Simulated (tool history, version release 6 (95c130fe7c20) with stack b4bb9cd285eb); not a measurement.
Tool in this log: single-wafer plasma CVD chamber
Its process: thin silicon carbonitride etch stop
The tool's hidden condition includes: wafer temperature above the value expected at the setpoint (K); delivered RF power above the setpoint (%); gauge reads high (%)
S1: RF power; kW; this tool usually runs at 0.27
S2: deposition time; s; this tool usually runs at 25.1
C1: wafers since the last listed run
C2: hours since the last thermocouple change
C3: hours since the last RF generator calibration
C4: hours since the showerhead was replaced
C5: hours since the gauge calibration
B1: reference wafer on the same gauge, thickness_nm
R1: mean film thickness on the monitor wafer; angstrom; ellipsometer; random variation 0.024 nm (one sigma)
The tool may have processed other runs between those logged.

run   hour     S1    S2   C1      C2      C3      C4     C5      B1      R1
  1      0   0.27  25.1    0  1458.2   746.7  3023.6  422.9    18.6  156.34
  2   17.1   0.27  25.1  299  1475.3   763.8  3040.7    440  18.599  156.72
  3   30.3   0.27  25.1  231  1488.5     777  3053.9  453.2  18.602  156.13
  4   62.9   0.27  25.1  571  1521.1   809.6  3086.5  485.8  18.598  156.53
      82.9  -- showerhead replaced
  5   83.4   0.27  25.1  218  1541.6   830.1     0.5  506.3  18.606  156.29
  6   86.5   0.27  25.1   54  1544.7   833.2     3.6  509.4   18.59   156.3
  7   93.2   0.27  25.1  117  1551.4   839.9    10.3  516.1  18.599  156.43
  8  110.7   0.25  25.1  306  1568.9   857.4    27.8  533.6  18.603   152.4
  9  125.1  0.305  25.1  252  1583.3   871.8    42.2    548    18.6  162.75
     136.7  -- gauge calibrated
 10  140.3   0.27  25.1  266  1598.5     887    57.4    3.6  18.604  156.28
 11  150.3   0.27  25.1  175  1608.5     897    67.4   13.6  18.601  156.29
 12  163.8   0.27  25.1  236    1622   910.5    80.9   27.1  18.599  156.08
 13  180.9  0.325  23.7  299  1639.1   927.6      98   44.2  18.603  157.02
 14  197.1   0.22  28.6  283  1655.3   943.8   114.2   60.4  18.602  166.34
 15  209.5   0.27  22.5  217  1667.7   956.2   126.6   72.8  18.605  139.95
 16  221.1   0.27  26.7  203  1679.3   967.8   138.2   84.4  18.603  165.99
 17  236.5   0.27  25.1  269  1694.7   983.2   153.6   99.8  18.598  156.17
 18  245.4   0.27  21.2  155  1703.6   992.1   162.5  108.7  18.603     132
 19  259.7   0.24    22  250  1717.9  1006.4   176.8    123  18.595  131.96

Run 20 is up next; what results do you expect?
       275  -- RF generator calibrated
 20  275.3  0.25  22.7  133  1733.5  0.3  192.4  138.6   ?   ?

Run 20 produced B1 18.596, R1 139.06 angstrom.
Were there no unlogged condition in the tool, this run, its random variation unchanged, would have produced R1 139.4 angstrom.
